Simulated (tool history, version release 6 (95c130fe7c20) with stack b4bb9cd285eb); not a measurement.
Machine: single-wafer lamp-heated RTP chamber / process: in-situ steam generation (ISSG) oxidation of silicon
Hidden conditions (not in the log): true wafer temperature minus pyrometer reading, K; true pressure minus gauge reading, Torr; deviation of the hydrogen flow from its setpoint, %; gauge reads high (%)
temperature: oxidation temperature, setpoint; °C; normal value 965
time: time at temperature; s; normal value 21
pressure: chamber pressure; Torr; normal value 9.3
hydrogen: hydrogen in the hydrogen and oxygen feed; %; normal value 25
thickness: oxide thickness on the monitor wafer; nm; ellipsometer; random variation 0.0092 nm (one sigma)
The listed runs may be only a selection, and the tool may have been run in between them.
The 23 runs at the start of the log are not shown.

run	hour	temperature	time	pressure	hydrogen	wafers since the last listed run	wafers since the last pyrometer calibration	hours since the pressure gauge was zeroed	hours since the hydrogen flow controller was replaced	hours since the gauge calibration	read-back reference wafer on the same gauge, thickness	thickness
24	684.3	965	21	10.2	19	115	3376	316.9	593.6	91.8	4.929	5.768
25	705.4	972	21	10.2	22	196	3572	338	614.7	112.9	4.929	6.101
26	725	945	29	9.3	30	182	3755	357.6	634.3	132.5	4.93	6.962
27	754.2	965	18	9.3	30	271	4026	386.8	663.5	161.7	4.929	6.076
28	783.6	965	21	9.9	25	273	4300	416.2	692.9	191.1	4.93	6.169
# hour 793: pyrometer window cleaned and pyrometer calibrated
29	805	965	21	10.2	25	124	111	437.6	714.3	212.5	4.931	6.032
30	838.6	965	17	7.9	21	312	424	471.2	747.9	246.1	4.93	5.474
31	870.8	965	25	10	25	299	724	503.4	780.1	278.3	4.929	6.56

Here are 4 independent what-if runs from the current tool condition. What would each one return?
A	871.3	965	21	9.3	25	4	728	503.9	780.6	278.8	?	?
B	871.3	965	25	9.3	25	4	728	503.9	780.6	278.8	?	?
C	871.3	973	21	8.7	22	4	728	503.9	780.6	278.8	?	?
D	871.3	965	21	7.8	25	4	728	503.9	780.6	278.8	?	?

run	read-back reference wafer on the same gauge, thickness	thickness
A	4.932	6.184
B	4.932	6.671
C	4.932	6.224
D	4.932	6.274
With the hidden condition removed and each run's random variation left untouched, the same runs would have given:
run	thickness
A	6.136
B	6.616
C	6.173
D	6.225
